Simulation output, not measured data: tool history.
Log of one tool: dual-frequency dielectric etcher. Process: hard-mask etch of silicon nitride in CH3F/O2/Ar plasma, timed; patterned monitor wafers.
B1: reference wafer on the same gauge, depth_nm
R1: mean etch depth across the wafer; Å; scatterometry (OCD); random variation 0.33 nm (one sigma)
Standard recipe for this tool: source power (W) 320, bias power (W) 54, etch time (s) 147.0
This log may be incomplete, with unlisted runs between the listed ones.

Run 1, hour 0.0: usual settings but source power (W) 340, etch time (s) 177.5; B1 70.9. Result: R1 1062 Å.
At hour 1.8: wet clean of the chamber.
Run 2, hour 46.8: usual settings; B1 70.9. Result: R1 848 Å.
Run 3, hour 75.8: usual settings; B1 70.9. Result: R1 835 Å.
Run 4, hour 127.1: usual settings; B1 70.9. Result: R1 844 Å.
Run 5, hour 175.9: usual settings; B1 70.9. Result: R1 844 Å.
Run 6, hour 272.6: usual settings; B1 71.0. Result: R1 858 Å.
Run 7, hour 332.5: usual settings; B1 70.9. Result: R1 861 Å.
At hour 368.2: wet clean of the chamber.
Run 8, hour 393.2: usual settings; B1 70.9. Result: R1 837 Å.
Run 9, hour 463.1: usual settings; B1 70.8. Result: R1 841 Å.
Run 10, hour 507.5: usual settings; B1 70.9. Result: R1 843 Å.
At hour 547.4: gauge calibrated.
Run 11, hour 575.8: usual settings but source power (W) 260; B1 70.9. Result: R1 799 Å.
Run 12, hour 603.3: usual settings but source power (W) 290, bias power (W) 62, etch time (s) 120.5; B1 70.9. Result: R1 706 Å.
At hour 607.4: bias power generator calibrated.
Run 13, hour 632.8: usual settings but bias power (W) 58; B1 70.8. Result: R1 867 Å.
At hour 663.4: upper electrode replaced, of another model than before.
Run 14, hour 665.9: usual settings but etch time (s) 185.0; B1 70.9. Result: R1 1076 Å.
Run 15, hour 720.4: usual settings; B1 70.9. Result: R1 856 Å.
At hour 764.9: wet clean of the chamber.
Run 16, hour 777.7: usual settings but source power (W) 370, bias power (W) 68, etch time (s) 183.5; B1 71.0. Result: R1 1235 Å.
At hour 803.5: source power generator calibrated.
Run 17, hour 822.3: usual settings but source power (W) 250, bias power (W) 64, etch time (s) 163.5; B1 70.9. Result: R1 882 Å.
Run 18, hour 853.2: usual settings; B1 70.9. Result: R1 842 Å.
Run 19, hour 923.8: usual settings but source power (W) 360, bias power (W) 40; B1 70.9. Result: R1 790 Å.
Run 20, hour 1006.1: usual settings but source power (W) 390, bias power (W) 58, etch time (s) 159.5; B1 70.8. Result: R1 1046 Å.
Run 21, hour 1075.9: usual settings but source power (W) 400, bias power (W) 48, etch time (s) 131.5; B1 70.9. Result: R1 817 Å.
At hour 1157.0: wet clean of the chamber.
Run 22, hour 1157.5: usual settings but etch time (s) 126.0; B1 70.9. Result: R1 716 Å.
Run 23, hour 1239.2: usual settings; B1 70.9. Result: R1 831 Å.

List, for all runs, the conditions of the tool that the log does not record:
source power that arrives over what is set, %: 0 at every run
bias power that arrives over what is set, %: 0 at every run
gauge reads high (%): 0 at every run
H1: etch rate over this chamber's usual, %
run      H1
  1    3.51
  2     0.7
  3   0.962
  4    1.43
  5    1.87
  6    2.74
  7    3.28
  8   0.145
  9   0.777
 10    1.18
 11    1.79
 12    2.04
 13    2.31
 14    2.61
 15     3.1
 16    0.14
 17   0.543
 18   0.822
 19    1.46
 20     2.2
 21    2.83
 22  -0.667
 23  0.0709
